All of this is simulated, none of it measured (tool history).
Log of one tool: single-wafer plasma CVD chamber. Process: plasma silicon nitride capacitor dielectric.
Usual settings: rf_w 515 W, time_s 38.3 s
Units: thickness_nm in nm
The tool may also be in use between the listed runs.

run,hour,rf_w,time_s,"read-back reference wafer on the same gauge, thickness_nm",thickness_nm
1,0,515,38.3,50.354,58.389
2,15.4,515,41,50.318,62.609
3,30.6,515,40.3,50.332,61.531
4,38,515,40.3,50.3,61.518
5,46.1,515,40.3,50.302,61.42
6,59.2,515,38.3,50.247,58.36
# hour 73.6: showerhead replaced
7,74.1,515,38.3,50.215,58.248
8,84.3,515,40.3,50.188,61.288
9,95.8,605,38.3,50.178,61.402
10,111.3,600,38.3,50.065,61.114
11,127.9,575,34.6,50.023,54.32
# hour 139.3: RF generator calibrated
# hour 147.9: gauge calibrated
12,168.8,515,38.3,50.345,58.517
13,175.2,415,42.8,50.359,60.853
14,182.5,515,38.3,50.381,58.493
15,190.4,445,38.3,50.343,55.724

Forecast each of these 4 alternatives for the next run:
A,190.8,515,34.1,?,?
B,190.8,465,32.8,?,?
C,190.8,460,38.3,?,?
D,190.8,515,36,?,?

run,"read-back reference wafer on the same gauge, thickness_nm",thickness_nm
A,50.367,52.076
B,50.367,48.431
C,50.367,56.35
D,50.367,54.977
Without the tool's hidden state the same runs would have given:
run,thickness_nm
A,52.121
B,48.474
C,56.399
D,55.025
